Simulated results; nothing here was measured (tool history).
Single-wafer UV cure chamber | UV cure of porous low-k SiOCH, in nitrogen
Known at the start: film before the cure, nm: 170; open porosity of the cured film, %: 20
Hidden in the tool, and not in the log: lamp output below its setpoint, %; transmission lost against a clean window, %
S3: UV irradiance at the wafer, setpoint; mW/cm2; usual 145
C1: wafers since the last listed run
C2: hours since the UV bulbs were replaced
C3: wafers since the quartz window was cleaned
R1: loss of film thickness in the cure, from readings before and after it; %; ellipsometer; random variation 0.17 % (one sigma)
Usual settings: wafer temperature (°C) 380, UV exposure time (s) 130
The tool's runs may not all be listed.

Run 1, hour 0: usual settings; C1 0; C2 577.7; C3 1310. Result: R1 10.2 %.
Run 2, hour 14.1: usual settings; C1 47; C2 591.8; C3 1358. Result: R1 9.977 %.
Run 3, hour 31.2: usual settings but wafer temperature (°C) 368; C1 58; C2 608.9; C3 1416. Result: R1 9.881 %.
Run 4, hour 62.4: usual settings but wafer temperature (°C) 368; C1 106; C2 640.1; C3 1522. Result: R1 9.781 %.
Run 5, hour 87.8: usual settings; C1 86; C2 665.5; C3 1609. Result: R1 10.025 %.
Run 6, hour 109.5: usual settings; C1 73; C2 687.2; C3 1683. Result: R1 9.964 %.
Run 7, hour 132.2: usual settings but UV exposure time (s) 80; C1 77; C2 709.9; C3 1760. Result: R1 7.88 %.
Run 8, hour 150.8: usual settings; C1 63; C2 728.5; C3 1823. Result: R1 9.49 %.
Run 9, hour 182.1: usual settings; C1 106; C2 759.8; C3 1930. Result: R1 10.022 %.
Run 10, hour 199.2: usual settings; C1 58; C2 776.9; C3 1988. Result: R1 9.866 %.
Run 11, hour 220.4: usual settings; C1 72; C2 798.1; C3 2060. Result: R1 9.564 %.
Run 12, hour 241.9: usual settings; C1 73; C2 819.6; C3 2133. Result: R1 9.838 %.
Run 13, hour 267: usual settings; C1 85; C2 844.7; C3 2218. Result: R1 9.3 %.
Run 14, hour 291.6: usual settings; C1 83; C2 869.3; C3 2302. Result: R1 9.354 %.
Run 15, hour 318.3: usual settings; C1 90; C2 896; C3 2393. Result: R1 9.761 %.
Run 16, hour 350.5: usual settings; C1 109; C2 928.2; C3 2503. Result: R1 9.44 %.
Run 17, hour 367.8: usual settings; C1 58; C2 945.5; C3 2561. Result: R1 9.234 %.
Run 18, hour 382.2: usual settings but S3 158 mW/cm2; C1 48; C2 959.9; C3 2610. Result: R1 9.55 %.
Run 19, hour 401.7: usual settings but wafer temperature (°C) 373, S3 157 mW/cm2; C1 66; C2 979.4; C3 2677. Result: R1 9.35 %.
At hour 435.7: UV bulbs replaced.
At hour 437: quartz window cleaned.
Run 20, hour 437.5: usual settings but wafer temperature (°C) 365, S3 160 mW/cm2; C1 90; C2 1.8; C3 1. Result: R1 10.548 %.
Run 21, hour 445.5: usual settings but S3 160 mW/cm2; C1 27; C2 9.8; C3 28. Result: R1 10.647 %.
Run 22, hour 500.9: usual settings; C1 188; C2 65.2; C3 217. Result: R1 10.467 %.
Run 23, hour 514.3: usual settings but wafer temperature (°C) 390, UV exposure time (s) 55, S3 172 mW/cm2; C1 45; C2 78.6; C3 262. Result: R1 7.876 %.
Run 24, hour 541: usual settings but S3 131 mW/cm2; C1 90; C2 105.3; C3 353. Result: R1 9.842 %.
Run 25, hour 568.5: usual settings but wafer temperature (°C) 386, S3 177 mW/cm2; C1 93; C2 132.8; C3 447. Result: R1 10.988 %.
Run 26, hour 580.6: usual settings but wafer temperature (°C) 393, UV exposure time (s) 90; C1 41; C2 144.9; C3 488. Result: R1 8.997 %.
Run 27, hour 601.5: usual settings; C1 71; C2 165.8; C3 559. Result: R1 10.181 %.
Run 28, hour 624: usual settings but wafer temperature (°C) 390; C1 76; C2 188.3; C3 636. Result: R1 10.304 %.

The same runs without the tool's hidden state, with the same run-to-run variation:
run      R1
  1  10.654
  2   10.44
  3  10.372
  4  10.313
  5  10.604
  6  10.576
  7   8.488
  8  10.143
  9  10.774
 10   10.64
 11  10.358
 12  10.702
 13  10.171
 14  10.287
 15  10.803
 16  10.531
 17  10.348
 18  10.712
 19  10.556
 20  10.695
 21  10.793
 22   10.62
 23    8.02
 24   9.996
 25  11.152
 26   9.158
 27  10.354
 28  10.485
